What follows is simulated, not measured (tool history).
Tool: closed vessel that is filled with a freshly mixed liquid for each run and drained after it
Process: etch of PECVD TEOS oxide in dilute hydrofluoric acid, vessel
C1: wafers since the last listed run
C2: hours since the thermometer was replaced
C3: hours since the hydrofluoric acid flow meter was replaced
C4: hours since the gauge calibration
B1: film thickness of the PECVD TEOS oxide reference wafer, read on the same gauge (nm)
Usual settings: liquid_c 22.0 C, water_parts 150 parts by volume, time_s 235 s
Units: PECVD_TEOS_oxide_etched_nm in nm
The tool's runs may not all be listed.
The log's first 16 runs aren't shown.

run 17 day=44.217 | liquid_c=22.0 water_parts=150 time_s=235 | C1=4626 C2=603.2 C3=504.1 C4=960.6 | B1=140.03 | PECVD_TEOS_oxide_etched_nm=16.95
run 18 day=47.417 | liquid_c=18.5 water_parts=225 time_s=145 | C1=9018 C2=680.0 C3=580.9 C4=1037.4 | B1=140.01 | PECVD_TEOS_oxide_etched_nm=5.70
run 19 day=50.325 | liquid_c=22.0 water_parts=195 time_s=370 | C1=8196 C2=749.8 C3=650.7 C4=1107.2 | B1=140.02 | PECVD_TEOS_oxide_etched_nm=19.53
run 20 day=54.588 | liquid_c=22.0 water_parts=150 time_s=235 | C1=12012 C2=852.1 C3=753.0 C4=1209.5 | B1=140.00 | PECVD_TEOS_oxide_etched_nm=17.36
run 21 day=56.975 | liquid_c=22.0 water_parts=80 time_s=235 | C1=6728 C2=909.4 C3=810.3 C4=1266.8 | B1=140.03 | PECVD_TEOS_oxide_etched_nm=35.29
-- day=58.021 thermometer replaced
run 22 day=59.212 | liquid_c=22.0 water_parts=150 time_s=295 | C1=6188 C2=28.6 C3=864.0 C4=1320.5 | B1=140.02 | PECVD_TEOS_oxide_etched_nm=20.47
run 23 day=62.633 | liquid_c=27.0 water_parts=150 time_s=235 | C1=9640 C2=110.7 C3=946.1 C4=1402.6 | B1=140.02 | PECVD_TEOS_oxide_etched_nm=19.59
run 24 day=66.725 | liquid_c=22.0 water_parts=150 time_s=235 | C1=11531 C2=208.9 C3=1044.3 C4=1500.8 | B1=139.97 | PECVD_TEOS_oxide_etched_nm=16.18
run 25 day=70.500 | liquid_c=25.0 water_parts=130 time_s=130 | C1=10638 C2=299.5 C3=1134.9 C4=1591.4 | B1=140.02 | PECVD_TEOS_oxide_etched_nm=11.99
run 26 day=74.658 | liquid_c=19.5 water_parts=150 time_s=195 | C1=11718 C2=399.3 C3=1234.7 C4=1691.2 | B1=140.07 | PECVD_TEOS_oxide_etched_nm=12.49
run 27 day=77.338 | liquid_c=23.5 water_parts=150 time_s=235 | C1=7550 C2=463.6 C3=1299.0 C4=1755.5 | B1=140.00 | PECVD_TEOS_oxide_etched_nm=17.56
run 28 day=81.354 | liquid_c=27.0 water_parts=150 time_s=130 | C1=11319 C2=560.0 C3=1395.4 C4=1851.9 | B1=140.01 | PECVD_TEOS_oxide_etched_nm=11.17
run 29 day=85.383 | liquid_c=17.0 water_parts=120 time_s=190 | C1=11354 C2=656.7 C3=1492.1 C4=1948.6 | B1=139.98 | PECVD_TEOS_oxide_etched_nm=14.48
run 30 day=89.746 | liquid_c=22.0 water_parts=150 time_s=235 | C1=12294 C2=761.4 C3=1596.8 C4=2053.3 | B1=139.97 | PECVD_TEOS_oxide_etched_nm=16.83
-- day=92.942 thermometer replaced
run 31 day=94.058 | liquid_c=18.0 water_parts=185 time_s=180 | C1=12036 C2=26.8 C3=1700.3 C4=2156.8 | B1=139.98 | PECVD_TEOS_oxide_etched_nm=8.31
run 32 day=97.575 | liquid_c=22.0 water_parts=150 time_s=235 | C1=9910 C2=111.2 C3=1784.7 C4=2241.2 | B1=139.98 | PECVD_TEOS_oxide_etched_nm=16.19

Forecast each of these 5 alternatives for the next run:
run A day=97.604 | liquid_c=20.5 water_parts=150 time_s=235 | C1=82 C2=111.9 C3=1785.4 C4=2241.9 | B1=? | PECVD_TEOS_oxide_etched_nm=?
run B day=97.604 | liquid_c=22.0 water_parts=110 time_s=235 | C1=82 C2=111.9 C3=1785.4 C4=2241.9 | B1=? | PECVD_TEOS_oxide_etched_nm=?
run C day=97.604 | liquid_c=20.5 water_parts=205 time_s=355 | C1=82 C2=111.9 C3=1785.4 C4=2241.9 | B1=? | PECVD_TEOS_oxide_etched_nm=?
run D day=97.604 | liquid_c=22.0 water_parts=220 time_s=280 | C1=82 C2=111.9 C3=1785.4 C4=2241.9 | B1=? | PECVD_TEOS_oxide_etched_nm=?
run E day=97.604 | liquid_c=20.5 water_parts=75 time_s=125 | C1=82 C2=111.9 C3=1785.4 C4=2241.9 | B1=? | PECVD_TEOS_oxide_etched_nm=?

run=A B1=140.01 PECVD_TEOS_oxide_etched_nm=15.45
run=B B1=140.01 PECVD_TEOS_oxide_etched_nm=23.37
run=C B1=140.01 PECVD_TEOS_oxide_etched_nm=16.14
run=D B1=140.01 PECVD_TEOS_oxide_etched_nm=12.36
run=E B1=140.01 PECVD_TEOS_oxide_etched_nm=17.87
Without the tool's hidden state the same runs would have given:
run=A PECVD_TEOS_oxide_etched_nm=15.28
run=B PECVD_TEOS_oxide_etched_nm=23.11
run=C PECVD_TEOS_oxide_etched_nm=15.96
run=D PECVD_TEOS_oxide_etched_nm=12.23
run=E PECVD_TEOS_oxide_etched_nm=17.66
